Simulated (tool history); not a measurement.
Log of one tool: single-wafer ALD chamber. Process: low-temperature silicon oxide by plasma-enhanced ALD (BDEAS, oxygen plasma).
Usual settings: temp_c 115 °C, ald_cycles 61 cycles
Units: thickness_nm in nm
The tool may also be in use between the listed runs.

run	hour	temp_c	ald_cycles	read-back reference wafer on the same gauge, thickness_nm	thickness_nm
1	0	115	61	9.598	8.558
2	19.8	115	61	9.604	8.501
3	52.8	115	61	9.6	8.512
4	82	115	61	9.599	8.506
5	100.7	115	61	9.6	8.535
6	127.9	115	61	9.602	8.508
7	162.3	115	61	9.602	8.562
8	195.7	115	61	9.602	8.509
# hour 230.4: thermocouple changed; heater temperature recalibrated
9	230.9	115	61	9.599	8.557
10	257.8	115	61	9.599	8.481
11	276.3	122	61	9.596	8.457
12	293.9	106	54	9.602	7.618
13	306.8	115	65	9.599	9.13
14	326.3	115	50	9.605	7.008
# hour 331.6: gauge calibrated
15	351.4	108	67	9.606	9.488
16	385.2	108	61	9.601	8.595
17	398.5	104	61	9.601	8.698
18	435	106	54	9.606	7.68
19	468.1	110	73	9.601	10.267
20	486.8	126	73	9.601	10.073
21	504.1	115	61	9.597	8.531
22	518.3	115	61	9.601	8.534

Forecast each of these 3 alternatives for the next run:
A	518.8	115	73	?	?
B	518.8	106	68	?	?
C	518.8	128	72	?	?

run	read-back reference wafer on the same gauge, thickness_nm	thickness_nm
A	9.601	10.203
B	9.601	9.644
C	9.601	9.849
Without the tool's hidden state the same runs would have given:
run	thickness_nm
A	10.203
B	9.644
C	9.849
